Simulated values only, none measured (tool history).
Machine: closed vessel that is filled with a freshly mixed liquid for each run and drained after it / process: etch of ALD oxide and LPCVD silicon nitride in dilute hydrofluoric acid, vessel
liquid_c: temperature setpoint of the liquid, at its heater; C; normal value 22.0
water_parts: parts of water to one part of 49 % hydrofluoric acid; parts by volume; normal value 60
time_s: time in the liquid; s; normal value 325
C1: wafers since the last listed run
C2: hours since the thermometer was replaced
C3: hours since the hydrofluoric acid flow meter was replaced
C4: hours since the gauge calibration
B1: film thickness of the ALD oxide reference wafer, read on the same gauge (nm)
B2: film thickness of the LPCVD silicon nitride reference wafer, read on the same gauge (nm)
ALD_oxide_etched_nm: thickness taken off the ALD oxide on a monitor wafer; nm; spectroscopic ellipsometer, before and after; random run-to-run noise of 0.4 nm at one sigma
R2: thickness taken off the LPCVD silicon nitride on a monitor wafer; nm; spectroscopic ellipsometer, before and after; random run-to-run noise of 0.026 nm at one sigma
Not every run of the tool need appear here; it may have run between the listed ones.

{"run": 1, "day": 0.0, "liquid_c": 25.0, "water_parts": 60, "time_s": 325, "C1": 0, "C2": 1177.0, "C3": 1828.4, "C4": 509.7, "B1": 109.99, "B2": 30.012, "ALD_oxide_etched_nm": 54.21, "R2": 2.564}
{"run": 2, "day": 0.729, "liquid_c": 22.0, "water_parts": 60, "time_s": 325, "C1": 1737, "C2": 1194.5, "C3": 1845.9, "C4": 527.2, "B1": 110.0, "B2": 30.003, "ALD_oxide_etched_nm": 47.82, "R2": 2.08}
{"run": 3, "day": 2.129, "liquid_c": 22.0, "water_parts": 60, "time_s": 325, "C1": 3336, "C2": 1228.1, "C3": 1879.5, "C4": 560.8, "B1": 110.02, "B2": 29.991, "ALD_oxide_etched_nm": 47.97, "R2": 2.126}
{"run": 4, "day": 5.392, "liquid_c": 22.0, "water_parts": 60, "time_s": 325, "C1": 7775, "C2": 1306.4, "C3": 1957.8, "C4": 639.1, "B1": 110.0, "B2": 29.975, "ALD_oxide_etched_nm": 47.04, "R2": 2.075}
{"run": 5, "day": 5.992, "liquid_c": 22.0, "water_parts": 60, "time_s": 325, "C1": 1429, "C2": 1320.8, "C3": 1972.2, "C4": 653.5, "B1": 110.0, "B2": 29.989, "ALD_oxide_etched_nm": 47.32, "R2": 2.08}
{"run": 6, "day": 10.392, "liquid_c": 25.5, "water_parts": 60, "time_s": 325, "C1": 10486, "C2": 1426.4, "C3": 2077.8, "C4": 759.1, "B1": 110.0, "B2": 30.046, "ALD_oxide_etched_nm": 53.6, "R2": 2.577}
{"run": 7, "day": 11.767, "liquid_c": 25.5, "water_parts": 60, "time_s": 325, "C1": 3276, "C2": 1459.4, "C3": 2110.8, "C4": 792.1, "B1": 110.01, "B2": 29.985, "ALD_oxide_etched_nm": 53.58, "R2": 2.673}
{"run": 8, "day": 12.992, "liquid_c": 25.5, "water_parts": 60, "time_s": 325, "C1": 2919, "C2": 1488.8, "C3": 2140.2, "C4": 821.5, "B1": 110.01, "B2": 30.003, "ALD_oxide_etched_nm": 53.58, "R2": 2.623}
{"run": 9, "day": 14.796, "liquid_c": 22.0, "water_parts": 60, "time_s": 280, "C1": 4299, "C2": 1532.1, "C3": 2183.5, "C4": 864.8, "B1": 110.0, "B2": 30.007, "ALD_oxide_etched_nm": 39.47, "R2": 1.802}
{"run": 10, "day": 16.212, "liquid_c": 22.0, "water_parts": 60, "time_s": 325, "C1": 3376, "C2": 1566.1, "C3": 2217.5, "C4": 898.8, "B1": 109.98, "B2": 29.997, "ALD_oxide_etched_nm": 46.35, "R2": 2.065}
{"run": 11, "day": 17.683, "liquid_c": 19.0, "water_parts": 45, "time_s": 150, "C1": 3505, "C2": 1601.4, "C3": 2252.8, "C4": 934.1, "B1": 110.0, "B2": 29.963, "ALD_oxide_etched_nm": 26.0, "R2": 1.04}
{"run": 12, "day": 18.592, "liquid_c": 22.0, "water_parts": 60, "time_s": 325, "C1": 2164, "C2": 1623.2, "C3": 2274.6, "C4": 955.9, "B1": 110.0, "B2": 30.009, "ALD_oxide_etched_nm": 46.42, "R2": 2.075}
{"run": 13, "day": 19.446, "liquid_c": 22.0, "water_parts": 60, "time_s": 460, "C1": 2035, "C2": 1643.7, "C3": 2295.1, "C4": 976.4, "B1": 110.01, "B2": 29.977, "ALD_oxide_etched_nm": 66.17, "R2": 2.888}
{"run": 14, "day": 20.308, "liquid_c": 22.0, "water_parts": 45, "time_s": 325, "C1": 2055, "C2": 1664.4, "C3": 2315.8, "C4": 997.1, "B1": 110.01, "B2": 30.026, "ALD_oxide_etched_nm": 62.94, "R2": 2.727}
{"run": 15, "day": 21.488, "liquid_c": 22.0, "water_parts": 60, "time_s": 190, "C1": 2810, "C2": 1692.7, "C3": 2344.1, "C4": 1025.4, "B1": 110.01, "B2": 30.005, "ALD_oxide_etched_nm": 26.96, "R2": 1.208}
{"run": 16, "day": 22.488, "liquid_c": 25.5, "water_parts": 40, "time_s": 325, "C1": 2383, "C2": 1716.7, "C3": 2368.1, "C4": 1049.4, "B1": 110.0, "B2": 30.009, "ALD_oxide_etched_nm": 81.57, "R2": 3.882}
{"run": 17, "day": 25.779, "liquid_c": 22.0, "water_parts": 40, "time_s": 490, "C1": 7844, "C2": 1795.7, "C3": 2447.1, "C4": 1128.4, "B1": 109.98, "B2": 30.025, "ALD_oxide_etched_nm": 105.74, "R2": 4.652}
{"day": 26.1, "done": "thermometer replaced"}
{"day": 27.392, "done": "hydrofluoric acid flow meter replaced"}
{"run": 18, "day": 27.8, "liquid_c": 19.0, "water_parts": 50, "time_s": 385, "C1": 4617, "C2": 40.8, "C3": 9.8, "C4": 1176.9, "B1": 110.01, "B2": 29.98, "ALD_oxide_etched_nm": 67.41, "R2": 2.696}
{"day": 28.275, "done": "gauge calibrated"}
{"run": 19, "day": 28.9, "liquid_c": 22.0, "water_parts": 60, "time_s": 250, "C1": 2621, "C2": 67.2, "C3": 36.2, "C4": 15.0, "B1": 110.0, "B2": 29.994, "ALD_oxide_etched_nm": 40.5, "R2": 1.768}
{"run": 20, "day": 29.683, "liquid_c": 22.0, "water_parts": 60, "time_s": 325, "C1": 1866, "C2": 86.0, "C3": 55.0, "C4": 33.8, "B1": 110.01, "B2": 29.977, "ALD_oxide_etched_nm": 53.03, "R2": 2.323}
{"run": 21, "day": 31.042, "liquid_c": 22.0, "water_parts": 60, "time_s": 325, "C1": 3237, "C2": 118.6, "C3": 87.6, "C4": 66.4, "B1": 109.99, "B2": 29.986, "ALD_oxide_etched_nm": 52.63, "R2": 2.342}
{"run": 22, "day": 32.179, "liquid_c": 22.0, "water_parts": 60, "time_s": 325, "C1": 2710, "C2": 145.9, "C3": 114.9, "C4": 93.7, "B1": 109.99, "B2": 30.012, "ALD_oxide_etched_nm": 52.48, "R2": 2.295}
{"run": 23, "day": 34.225, "liquid_c": 24.5, "water_parts": 75, "time_s": 170, "C1": 4875, "C2": 195.0, "C3": 164.0, "C4": 142.8, "B1": 110.0, "B2": 30.044, "ALD_oxide_etched_nm": 24.06, "R2": 1.16}
{"run": 24, "day": 35.633, "liquid_c": 25.5, "water_parts": 80, "time_s": 325, "C1": 3356, "C2": 228.8, "C3": 197.8, "C4": 176.6, "B1": 110.0, "B2": 30.005, "ALD_oxide_etched_nm": 44.7, "R2": 2.192}
{"run": 25, "day": 36.65, "liquid_c": 23.5, "water_parts": 60, "time_s": 400, "C1": 2422, "C2": 253.2, "C3": 222.2, "C4": 201.0, "B1": 109.98, "B2": 29.976, "ALD_oxide_etched_nm": 68.8, "R2": 3.1}
{"run": 26, "day": 40.671, "liquid_c": 22.0, "water_parts": 50, "time_s": 180, "C1": 9582, "C2": 349.7, "C3": 318.7, "C4": 297.5, "B1": 110.0, "B2": 30.01, "ALD_oxide_etched_nm": 34.83, "R2": 1.524}

Predict each of these 4 candidate next runs independently; none follows another, all start after run 26:
{"run": "A", "day": 40.7, "liquid_c": 19.5, "water_parts": 60, "time_s": 325, "C1": 69, "C2": 350.4, "C3": 319.4, "C4": 298.2, "B1": "?", "B2": "?", "ALD_oxide_etched_nm": "?", "R2": "?"}
{"run": "B", "day": 40.7, "liquid_c": 22.0, "water_parts": 60, "time_s": 475, "C1": 69, "C2": 350.4, "C3": 319.4, "C4": 298.2, "B1": "?", "B2": "?", "ALD_oxide_etched_nm": "?", "R2": "?"}
{"run": "C", "day": 40.7, "liquid_c": 25.5, "water_parts": 75, "time_s": 265, "C1": 69, "C2": 350.4, "C3": 319.4, "C4": 298.2, "B1": "?", "B2": "?", "ALD_oxide_etched_nm": "?", "R2": "?"}
{"run": "D", "day": 40.7, "liquid_c": 24.0, "water_parts": 75, "time_s": 325, "C1": 69, "C2": 350.4, "C3": 319.4, "C4": 298.2, "B1": "?", "B2": "?", "ALD_oxide_etched_nm": "?", "R2": "?"}

run=A B1=110.01 B2=29.975 ALD_oxide_etched_nm=46.80 R2=1.930
run=B B1=110.01 B2=29.975 ALD_oxide_etched_nm=75.95 R2=3.349
run=C B1=110.01 B2=29.975 ALD_oxide_etched_nm=38.32 R2=1.897
run=D B1=110.01 B2=29.975 ALD_oxide_etched_nm=44.26 R2=2.106
Without the tool's hidden state the same runs would have given:
run=A ALD_oxide_etched_nm=47.68 R2=1.962
run=B ALD_oxide_etched_nm=77.38 R2=3.406
run=C ALD_oxide_etched_nm=39.06 R2=1.930
run=D ALD_oxide_etched_nm=45.11 R2=2.143
